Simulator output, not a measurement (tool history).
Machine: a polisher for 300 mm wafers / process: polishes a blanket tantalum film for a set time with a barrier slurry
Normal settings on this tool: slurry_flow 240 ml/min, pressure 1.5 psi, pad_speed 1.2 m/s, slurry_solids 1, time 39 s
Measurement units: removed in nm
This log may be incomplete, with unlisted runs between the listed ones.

run    hour  slurry_flow  pressure  pad_speed  slurry_solids  time  incoming thickness of the incoming film, nm  removed
  1       0          240       1.5        1.2              1    39                                        419.6     63.5
  2    81.1          240       1.5        1.2              1    39                                        415.4     62.2
  3     152          240       1.5        1.2              1    39                                        418.6     61.9
      178.5  -- worn pad replaced by a new one
  4   238.5          240       1.5        1.2              1    39                                        423.9     61.2
      276.2  -- slurry blender recalibrated
  5   315.9          240       1.5        1.2              1    39                                        427.2     57.2
        318  -- slurry nozzle cleaned
  6   420.8          240       1.5        1.2              1    49                                        418.3     69.4
  7   475.2          240       1.5        1.2              1    49                                        415.8     68.1
      512.8  -- slurry blender recalibrated, repeated, since the last time left the tool worse
      543.4  -- worn pad replaced by a new one
  8   565.8          240       1.5        1.2              1    49                                        424.5     81.3
  9   605.8          240       1.5        1.2              1    39                                        423.2       64
 10   688.6          240       1.5        1.2              1    39                                        423.5     64.7
      714.1  -- slurry nozzle cleaned
 11   743.7          240       1.5        1.2              1    39                                        426.7     62.7
 12   836.2          240       1.5        1.2              1    39                                        416.5     62.6
      856.3  -- worn pad replaced by a new one
 13     926          240       1.5        1.2              1    39                                        419.1     61.5
     1000.6  -- slurry blender recalibrated
 14  1007.5          295         1        1.2           0.75    39                                        422.9     36.9
     1048.4  -- head pressure recalibrated
 15  1079.3          240       1.5        1.2              1    39                                        415.6     64.2
 16  1116.5          240       1.5        1.2              1    39                                        418.6       64
     1119.3  -- slurry nozzle cleaned
       1153  -- worn pad replaced by a new one
 17  1195.7          240       1.5        1.2              1    39                                        422.9     64.1
 18  1271.1          240       1.5        1.2              1    39                                        427.8     63.5
 19    1315          240       1.5       0.88              1    48                                        418.4     56.8
 20  1402.6          285       1.5       1.34            0.8    49                                        418.9     75.2
     1435.4  -- worn pad replaced by a new one
     1478.8  -- slurry blender recalibrated
 21  1509.2          240       1.5        1.2              1    45                                        423.2     74.5
       1542  -- slurry nozzle cleaned
 22  1552.5          240       1.5       0.98            0.8    26                                          417     30.3
 23    1592          240       1.5       1.34              1    39                                        418.9     72.5
 24  1638.5          240       1.1       1.58              1    39                                        415.3       62

Alternative continuations, all from the tool just after run 24; predict every row:
  A  1638.9          240       1.5        1.2              1    39                                        424.1        ?
  B  1638.9          320       1.1        1.2           1.25    39                                        424.1        ?
  C  1638.9          240       1.9        1.2           1.15    47                                        424.1        ?

run  removed
  A     63.8
  B     53.1
  C      104
With no hidden state in the tool, these same runs would have given:
run  removed
  A     65.9
  B     54.5
  C    106.9

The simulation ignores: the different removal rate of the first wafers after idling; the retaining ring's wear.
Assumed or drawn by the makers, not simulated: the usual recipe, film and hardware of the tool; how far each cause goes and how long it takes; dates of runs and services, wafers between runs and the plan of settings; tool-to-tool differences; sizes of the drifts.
